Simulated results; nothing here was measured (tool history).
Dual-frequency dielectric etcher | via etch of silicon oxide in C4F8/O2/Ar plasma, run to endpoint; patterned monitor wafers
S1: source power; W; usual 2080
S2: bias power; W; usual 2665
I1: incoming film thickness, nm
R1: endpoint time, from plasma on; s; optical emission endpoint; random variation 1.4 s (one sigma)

run     day    S1    S2      I1     R1
  1   0.000  1930  2665  1005.3  187.8
  2   0.879  1930  2665  1006.6  191.8
  3   1.533  2080  2665  1011.0  183.4
  4   2.988  2080  2665  1005.0  184.9
  5   3.896  2080  2271   995.0  194.8
  6   4.979  2080  2271   998.7  195.0
  7   5.967  2080  2271   997.8  193.0
  8   6.621  2080  2665  1007.6  185.4
  9   7.471  2080  2665  1014.9  188.3
      9.192  -- upper electrode replaced, of another model than before
 10   9.212  2080  2233  1002.8  204.2
 11   9.371  1570  2665  1011.7  206.3
 12  10.517  2080  2665   993.7  187.8
     11.417  -- source power generator calibrated
 13  11.683  2280  3280   996.1  163.5
     12.450  -- bias power generator calibrated
 14  13.129  2080  2665  1004.5  190.1
     15.308  -- wet clean of the chamber
 15  15.525  1950  2025  1000.4  208.9
 16  16.267  1690  2096  1012.0  217.6
 17  17.746  2430  3214  1005.3  153.6
 18  18.762  2080  2665  1000.1  177.4
 19  20.154  2220  3128  1001.6  163.0
 20  21.642  2600  2337  1009.5  180.3
 21  22.162  1790  2014   999.9  215.4

5 ways to go on from here, each from the tool as it stands after run 21. What would each give?
  A  22.183  2580  2665  1000.2   ?
  B  22.183  2080  2410  1000.2   ?
  C  22.183  1580  3029  1000.2   ?
  D  22.183  1870  2307  1000.2   ?
  E  22.183  2230  2117  1000.2   ?

run     R1
  A  167.1
  B  189.3
  C  186.5
  D  200.9
  E  197.0
Without the tool's hidden state the same runs would have given:
run     R1
  A  165.0
  B  187.0
  C  184.1
  D  198.3
  E  194.6
